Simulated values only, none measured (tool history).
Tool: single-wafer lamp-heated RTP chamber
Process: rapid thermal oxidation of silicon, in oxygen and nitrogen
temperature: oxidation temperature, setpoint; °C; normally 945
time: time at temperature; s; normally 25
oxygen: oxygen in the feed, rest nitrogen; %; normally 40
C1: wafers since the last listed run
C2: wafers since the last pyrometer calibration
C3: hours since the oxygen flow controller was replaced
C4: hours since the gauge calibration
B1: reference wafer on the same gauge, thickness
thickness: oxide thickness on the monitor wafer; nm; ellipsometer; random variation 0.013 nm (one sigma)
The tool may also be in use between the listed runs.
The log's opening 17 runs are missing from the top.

run 18 day=19.362 | temperature=937 time=21 oxygen=18 | C1=117 C2=123 C3=297.4 C4=141.5 | B1=2.598 | thickness=2.382
run 19 day=20.250 | temperature=945 time=14 oxygen=23 | C1=252 C2=375 C3=318.7 C4=162.8 | B1=2.604 | thickness=2.301
run 20 day=20.796 | temperature=920 time=29 oxygen=57 | C1=155 C2=531 C3=331.8 C4=175.9 | B1=2.599 | thickness=2.682
run 21 day=21.867 | temperature=969 time=25 oxygen=40 | C1=304 C2=835 C3=357.5 C4=201.6 | B1=2.607 | thickness=2.952
run 22 day=22.725 | temperature=945 time=25 oxygen=40 | C1=244 C2=1080 C3=378.1 C4=222.2 | B1=2.598 | thickness=2.709
run 23 day=23.388 | temperature=928 time=16 oxygen=64 | C1=188 C2=1268 C3=394.0 C4=238.1 | B1=2.596 | thickness=2.490
run 24 day=24.246 | temperature=958 time=33 oxygen=40 | C1=244 C2=1512 C3=414.6 C4=258.7 | B1=2.600 | thickness=3.067
run 25 day=25.075 | temperature=959 time=22 oxygen=31 | C1=235 C2=1748 C3=434.5 C4=278.6 | B1=2.601 | thickness=2.684
run 26 day=25.588 | temperature=945 time=25 oxygen=40 | C1=145 C2=1894 C3=446.8 C4=290.9 | B1=2.600 | thickness=2.735
run 27 day=26.525 | temperature=945 time=25 oxygen=40 | C1=266 C2=2161 C3=469.3 C4=313.4 | B1=2.598 | thickness=2.720
-- day=26.892 pyrometer window cleaned and pyrometer calibrated
run 28 day=27.579 | temperature=973 time=25 oxygen=53 | C1=205 C2=195 C3=494.6 C4=338.7 | B1=2.596 | thickness=3.200
run 29 day=28.746 | temperature=958 time=21 oxygen=40 | C1=331 C2=527 C3=522.6 C4=366.7 | B1=2.600 | thickness=2.727
run 30 day=29.875 | temperature=933 time=20 oxygen=17 | C1=321 C2=849 C3=549.7 C4=393.8 | B1=2.601 | thickness=2.361
run 31 day=31.667 | temperature=933 time=15 oxygen=57 | C1=509 C2=1359 C3=592.7 C4=436.8 | B1=2.603 | thickness=2.477
run 32 day=32.912 | temperature=945 time=25 oxygen=40 | C1=354 C2=1713 C3=622.6 C4=466.7 | B1=2.601 | thickness=2.761
run 33 day=33.417 | temperature=945 time=18 oxygen=68 | C1=143 C2=1857 C3=634.7 C4=478.8 | B1=2.598 | thickness=2.751
run 34 day=34.538 | temperature=945 time=21 oxygen=40 | C1=318 C2=2175 C3=661.6 C4=505.7 | B1=2.602 | thickness=2.656
-- day=34.912 pyrometer window cleaned and pyrometer calibrated
run 35 day=35.533 | temperature=945 time=25 oxygen=40 | C1=188 C2=176 C3=685.5 C4=529.6 | B1=2.600 | thickness=2.679
run 36 day=36.092 | temperature=953 time=37 oxygen=29 | C1=158 C2=335 C3=698.9 C4=543.0 | B1=2.597 | thickness=2.859
run 37 day=37.088 | temperature=945 time=25 oxygen=61 | C1=283 C2=618 C3=722.8 C4=566.9 | B1=2.597 | thickness=2.858

What if the next run were any one of these 5? Each begins from the tool's condition after run 37:
run A day=37.108 | temperature=945 time=25 oxygen=40 | C1=5 C2=624 C3=723.3 C4=567.4 | B1=? | thickness=?
run B day=37.108 | temperature=936 time=17 oxygen=28 | C1=5 C2=624 C3=723.3 C4=567.4 | B1=? | thickness=?
run C day=37.108 | temperature=972 time=33 oxygen=54 | C1=5 C2=624 C3=723.3 C4=567.4 | B1=? | thickness=?
run D day=37.108 | temperature=918 time=25 oxygen=40 | C1=5 C2=624 C3=723.3 C4=567.4 | B1=? | thickness=?
run E day=37.108 | temperature=945 time=33 oxygen=26 | C1=5 C2=624 C3=723.3 C4=567.4 | B1=? | thickness=?

run=A B1=2.601 thickness=2.681
run=B B1=2.601 thickness=2.358
run=C B1=2.601 thickness=3.458
run=D B1=2.601 thickness=2.485
run=E B1=2.601 thickness=2.689
The same runs, with their run-to-run variation unchanged, on a tool lacking any hidden condition would have given:
run=A thickness=2.661
run=B thickness=2.347
run=C thickness=3.413
run=D thickness=2.471
run=E thickness=2.671
